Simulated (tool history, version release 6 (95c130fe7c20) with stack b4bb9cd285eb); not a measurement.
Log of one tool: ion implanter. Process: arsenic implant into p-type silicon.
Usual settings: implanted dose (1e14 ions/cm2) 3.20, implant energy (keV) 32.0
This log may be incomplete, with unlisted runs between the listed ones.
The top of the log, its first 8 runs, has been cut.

run     day  implanted dose (1e14 ions/cm2)  implant energy (keV)  wafers since the last listed run  hours since the last dose calibration  hours since the extraction supply was calibrated  hours since the gauge calibration  read-back reference wafer on the same gauge, sheet resistance  sheet resistance of the implanted and annealed layer (ohm/square)
  9   3.683                            3.20                  32.0                               253                                  551.6                                            3682.7                              316.4                                                         232.07                                                             263.18
 10   4.333                            2.59                  32.0                               282                                  567.2                                            3698.3                              332.0                                                         232.09                                                             308.06
 11   4.929                            2.59                  32.0                               259                                  581.5                                            3712.6                              346.3                                                         231.96                                                             307.05
 12   5.550                            2.59                  32.0                               270                                  596.4                                            3727.5                              361.2                                                         231.99                                                             307.79
 13   6.225                            3.20                  32.0                               293                                  612.6                                            3743.7                              377.4                                                         232.01                                                             262.78
 14   6.800                            3.20                  32.0                               250                                  626.4                                            3757.5                              391.2                                                         232.07                                                             262.54
 15   7.271                            3.20                  32.0                               204                                  637.7                                            3768.8                              402.5                                                         232.10                                                             261.75
 16   7.900                            3.20                  32.0                               273                                  652.8                                            3783.9                              417.6                                                         231.96                                                             262.09
      8.458  -- Faraday cup replaced and dose calibrated
 17   8.517                            3.20                  32.0                               123                                    1.4                                            3798.7                              432.4                                                         231.97                                                             262.34
      9.146  -- extraction supply calibrated
 18   9.167                            3.20                  32.0                               137                                   17.0                                               0.5                              448.0                                                         232.06                                                             262.42
      9.679  -- gauge calibrated
 19  11.042                            3.20                  32.0                               815                                   62.0                                              45.5                               32.7                                                         232.12                                                             261.11
 20  11.617                            2.94                  32.0                               250                                   75.8                                              59.3                               46.5                                                         232.02                                                             279.25
 21  12.229                            3.20                  24.5                               266                                   90.5                                              74.0                               61.2                                                         231.90                                                             272.15
 22  12.954                            3.75                  24.0                               315                                  107.9                                              91.4                               78.6                                                         231.99                                                             241.46
 23  13.438                            3.63                  25.0                               210                                  119.5                                             103.0                               90.2                                                         231.92                                                             245.53
 24  14.071                            2.51                  39.5                               275                                  134.7                                             118.2                              105.4                                                         231.97                                                             305.81
 25  14.383                            3.20                  24.5                               135                                  142.2                                             125.7                              112.9                                                         232.00                                                             272.55
 26  14.688                            3.94                  26.5                               132                                  149.5                                             133.0                              120.2                                                         232.00                                                             230.83
 27  14.992                            3.20                  32.0                               132                                  156.8                                             140.3                              127.5                                                         232.03                                                             261.74
 28  15.538                            4.10                  36.0                               237                                  169.9                                             153.4                              140.6                                                         232.06                                                             212.79
 29  16.071                            3.74                  41.5                               232                                  182.7                                             166.2                              153.4                                                         231.98                                                             224.33
 30  16.421                            4.08                  24.0                               152                                  191.1                                             174.6                              161.8                                                         232.05                                                             226.42
 31  17.317                            3.58                  32.0                               389                                  212.6                                             196.1                              183.3                                                         232.02                                                             240.64

Predict the results of run 32:
 32  17.779                            3.77                  40.0                               201                                  223.7                                             207.2                              194.4                                                              ?                                                                  ?

{"run 32": {"read-back reference wafer on the same gauge, sheet resistance": 232.02, "sheet resistance of the implanted and annealed layer (ohm/square)": 223.46}}
Were there no unlogged condition in the tool, this run, its random variation unchanged, would have produced sheet resistance of the implanted and annealed layer (ohm/square) 223.46.
